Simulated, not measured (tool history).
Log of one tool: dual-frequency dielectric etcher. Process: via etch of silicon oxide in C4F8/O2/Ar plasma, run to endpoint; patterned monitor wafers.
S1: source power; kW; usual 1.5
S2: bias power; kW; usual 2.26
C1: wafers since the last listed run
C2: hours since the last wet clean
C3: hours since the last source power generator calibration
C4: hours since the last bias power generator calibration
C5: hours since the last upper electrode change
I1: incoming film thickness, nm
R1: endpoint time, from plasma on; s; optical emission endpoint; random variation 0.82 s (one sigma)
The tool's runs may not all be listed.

run	hour	S1	S2	C1	C2	C3	C4	C5	I1	R1
1	0	1.5	2.26	0	306.3	3260.3	2264.2	3916.1	1160	259.3
2	6.1	1.5	2.26	24	312.4	3266.4	2270.3	3922.2	1164.6	259.2
3	19.4	1.5	2.26	53	325.7	3279.7	2283.6	3935.5	1148.3	255.3
4	28.1	1.5	2.26	34	334.4	3288.4	2292.3	3944.2	1170.8	261.5
5	39	1.42	1.896	43	345.3	3299.3	2303.2	3955.1	1145	273.6
6	73.6	1.42	1.896	138	379.9	3333.9	2337.8	3989.7	1162.7	279.5
7	86.7	1.42	1.896	52	393	3347	2350.9	4002.8	1158.4	276
8	102.4	1.5	2.26	62	408.7	3362.7	2366.6	4018.5	1148.1	255.5
# hour 130.7: source power generator calibrated
# hour 131.2: upper electrode replaced
9	131.7	1.5	2.26	99	438	1	2395.9	0.5	1148.3	255.8
10	132.1	1.65	2.26	1	438.4	1.4	2396.3	0.9	1155.5	246.9
11	144.9	1.65	2.26	51	451.2	14.2	2409.1	13.7	1160.8	249.1
12	155.2	1.65	2.26	41	461.5	24.5	2419.4	24	1161.9	247.4
13	169.7	1.62	2.26	58	476	39	2433.9	38.5	1154.6	249.6
14	180	1.62	2.26	41	486.3	49.3	2444.2	48.8	1164.7	250.2
# hour 207.4: wet clean of the chamber
15	207.9	1.5	2.26	15	0.5	77.2	2472.1	76.7	1152.1	256.6
16	208.3	1.5	2.26	1	0.9	77.6	2472.5	77.1	1155.6	257.4
17	210	1.86	1.977	6	2.6	79.3	2474.2	78.8	1162.4	244.3
18	216.6	1.36	2.633	26	9.2	85.9	2480.8	85.4	1169.6	262
19	227.6	1.22	2.26	44	20.2	96.9	2491.8	96.4	1161.4	282.6
20	241.2	1.88	2.735	54	33.8	110.5	2505.4	110	1139.2	219.3
21	253.5	1.62	1.782	49	46.1	122.8	2517.7	122.3	1165.3	265.4
22	259.5	1.4	2.09	24	52.1	128.8	2523.7	128.3	1171	275.4
23	269.4	1.65	2.26	39	62	138.7	2533.6	138.2	1154.1	246.9
# hour 282.4: bias power generator calibrated
24	286.5	1.34	2.26	52	79.1	155.8	4.1	155.3	1171.5	273.9
25	299.7	1.5	2.26	52	92.3	169	17.3	168.5	1164.2	260.3
26	308.2	1.14	2.819	34	100.8	177.5	25.8	177	1153.9	274.8
27	319.1	1.65	1.745	43	111.7	188.4	36.7	187.9	1156.9	262.8
28	328.1	1.5	2.26	36	120.7	197.4	45.7	196.9	1154.8	257.7
29	339.7	1.28	1.896	46	132.3	209	57.3	208.5	1156.9	288.1
30	351	1.68	2.45	45	143.6	220.3	68.6	219.8	1164.5	242.7
31	367.4	1.5	2.779	65	160	236.7	85	236.2	1161.1	245.2

5 ways to go on from here, each from the tool as it stands after run 31. What would each give?
A	367.9	1.83	2.26	2	160.5	237.2	85.5	236.7	1146.2	?
B	367.9	1.16	2.423	2	160.5	237.2	85.5	236.7	1146.2	?
C	367.9	1.72	1.802	2	160.5	237.2	85.5	236.7	1146.2	?
D	367.9	1.85	1.852	2	160.5	237.2	85.5	236.7	1146.2	?
E	367.9	1.84	2.26	2	160.5	237.2	85.5	236.7	1146.2	?

run	R1
A	234.4
B	281.9
C	254.5
D	244.8
E	233.8
Without the tool's hidden state the same runs would have given:
run	R1
A	234.4
B	281.9
C	254.5
D	244.8
E	233.8
